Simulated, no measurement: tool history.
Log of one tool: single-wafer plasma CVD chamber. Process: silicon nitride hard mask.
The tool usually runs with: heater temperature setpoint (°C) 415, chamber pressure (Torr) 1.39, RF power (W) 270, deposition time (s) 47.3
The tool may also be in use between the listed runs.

| run | hour | heater temperature setpoint (°C) | chamber pressure (Torr) | RF power (W) | deposition time (s) | wafers since the last listed run | hours since the last thermocouple change | hours since the last RF generator calibration | hours since the last manometer calibration | hours since the showerhead was replaced | hours since the gauge calibration | read-back reference wafer on the same gauge, thickness_nm | mean film thickness on the monitor wafer (angstrom) |
|---|---|---|---|---|---|---|---|---|---|---|---|---|---|
| 1 | 0 | 415 | 1.39 | 300 | 47.3 | 0 | 1548.1 | 1309.7 | 2586 | 6731.9 | 188.6 | 53.424 | 487.52 |
| 2 | 40.8 | 412 | 1.39 | 290 | 47.3 | 545 | 1588.9 | 1350.5 | 2626.8 | 6772.7 | 229.4 | 53.414 | 478.87 |
| 3 | 56 | 415 | 1.39 | 270 | 47.3 | 203 | 1604.1 | 1365.7 | 2642 | 6787.9 | 244.6 | 53.45 | 455.14 |
| 4 | 70.6 | 415 | 1.39 | 270 | 47.3 | 195 | 1618.7 | 1380.3 | 2656.6 | 6802.5 | 259.2 | 53.42 | 454.75 |
| 5 | 80 | 405 | 1.39 | 270 | 47.3 | 125 | 1628.1 | 1389.7 | 2666 | 6811.9 | 268.6 | 53.439 | 457.15 |
| 6 | 93.3 | 405 | 1.39 | 270 | 47.3 | 177 | 1641.4 | 1403 | 2679.3 | 6825.2 | 281.9 | 53.386 | 455.18 |
| 7 | 110.3 | 405 | 1.39 | 270 | 47.3 | 227 | 1658.4 | 1420 | 2696.3 | 6842.2 | 298.9 | 53.397 | 458.96 |
| 8 | 127 | 415 | 1.39 | 270 | 47.3 | 223 | 1675.1 | 1436.7 | 2713 | 6858.9 | 315.6 | 53.382 | 455.45 |
| 9 | 141.3 | 415 | 1.39 | 270 | 39.8 | 191 | 1689.4 | 1451 | 2727.3 | 6873.2 | 329.9 | 53.41 | 383.03 |
| 10 | 150 | 415 | 1.39 | 270 | 39.8 | 116 | 1698.1 | 1459.7 | 2736 | 6881.9 | 338.6 | 53.407 | 383.04 |
|  | 159 | thermocouple changed; heater temperature recalibrated |
| 11 | 159.5 | 415 | 1.39 | 270 | 39.8 | 20 | 0.5 | 1469.2 | 2745.5 | 6891.4 | 348.1 | 53.401 | 383.71 |
| 12 | 162.4 | 410 | 1.39 | 310 | 37.8 | 38 | 3.4 | 1472.1 | 2748.4 | 6894.3 | 351 | 53.419 | 398.38 |
| 13 | 178.4 | 415 | 1.39 | 270 | 47.3 | 213 | 19.4 | 1488.1 | 2764.4 | 6910.3 | 367 | 53.387 | 453.59 |
| 14 | 187.1 | 415 | 1.39 | 270 | 47.3 | 116 | 28.1 | 1496.8 | 2773.1 | 6919 | 375.7 | 53.417 | 454.53 |
| 15 | 198.1 | 415 | 1.39 | 270 | 47.3 | 146 | 39.1 | 1507.8 | 2784.1 | 6930 | 386.7 | 53.394 | 454.07 |
|  | 215.8 | showerhead replaced |
| 16 | 216.3 | 415 | 1.39 | 270 | 47.3 | 136 | 57.3 | 1526 | 2802.3 | 0.5 | 404.9 | 53.372 | 454.72 |
| 17 | 227.1 | 415 | 1.39 | 270 | 47.3 | 144 | 68.1 | 1536.8 | 2813.1 | 11.3 | 415.7 | 53.369 | 451.63 |
| 18 | 258 | 421 | 1.39 | 270 | 47.3 | 412 | 99 | 1567.7 | 2844 | 42.2 | 446.6 | 53.444 | 451.03 |
|  | 266.7 | RF generator calibrated |
|  | 268 | capacitance manometer re-zeroed and calibrated |
|  | 307 | gauge calibrated |
| 19 | 308.1 | 415 | 1.21 | 290 | 47.3 | 544 | 149.1 | 41.4 | 40.1 | 92.3 | 1.1 | 53.418 | 441.2 |
| 20 | 325.9 | 404 | 1.39 | 270 | 47.3 | 237 | 166.9 | 59.2 | 57.9 | 110.1 | 18.9 | 53.404 | 439.77 |
|  | 338.7 | RF generator calibrated, repeated, since the last time left the tool worse |
| 21 | 339.2 | 411 | 1.39 | 295 | 47.3 | 70 | 180.2 | 0.5 | 71.2 | 123.4 | 32.2 | 53.385 | 494.25 |
| 22 | 347.6 | 415 | 1.18 | 235 | 47.3 | 112 | 188.6 | 8.9 | 79.6 | 131.8 | 40.6 | 53.394 | 405.73 |
| 23 | 359.6 | 430 | 1.39 | 270 | 47.3 | 160 | 200.6 | 20.9 | 91.6 | 143.8 | 52.6 | 53.374 | 461.99 |
| 24 | 368.1 | 425 | 1.39 | 270 | 43.7 | 113 | 209.1 | 29.4 | 100.1 | 152.3 | 61.1 | 53.405 | 427.78 |
| 25 | 382.4 | 405 | 1.6 | 295 | 52.8 | 191 | 223.4 | 43.7 | 114.4 | 166.6 | 75.4 | 53.383 | 572.05 |
| 26 | 390.8 | 415 | 1.57 | 270 | 52.2 | 112 | 231.8 | 52.1 | 122.8 | 175 | 83.8 | 53.357 | 533.44 |
| 27 | 404.6 | 408 | 1.3 | 230 | 43.5 | 184 | 245.6 | 65.9 | 136.6 | 188.8 | 97.6 | 53.362 | 379.27 |
| 28 | 419.7 | 415 | 1.39 | 270 | 47.3 | 201 | 260.7 | 81 | 151.7 | 203.9 | 112.7 | 53.414 | 467.3 |
| 29 | 434.7 | 415 | 1.17 | 270 | 47.3 | 200 | 275.7 | 96 | 166.7 | 218.9 | 127.7 | 53.423 | 443.24 |

Each row is a separate what-if for the run after 29, all from the same tool condition, not one after another. Results?
| A | 435.1 | 415 | 1.24 | 270 | 47.3 | 5 | 276.1 | 96.4 | 167.1 | 219.3 | 128.1 | ? | ? |
| B | 435.1 | 409 | 1.39 | 270 | 47.3 | 5 | 276.1 | 96.4 | 167.1 | 219.3 | 128.1 | ? | ? |
| C | 435.1 | 429 | 1.39 | 305 | 40.1 | 5 | 276.1 | 96.4 | 167.1 | 219.3 | 128.1 | ? | ? |

| run | read-back reference wafer on the same gauge, thickness_nm | mean film thickness on the monitor wafer (angstrom) |
|---|---|---|
| A | 53.395 | 453.75 |
| B | 53.395 | 469.74 |
| C | 53.395 | 426.12 |
Without the tool's hidden state the same runs would have given:
| run | mean film thickness on the monitor wafer (angstrom) |
|---|---|
| A | 457.12 |
| B | 473.24 |
| C | 429.1 |
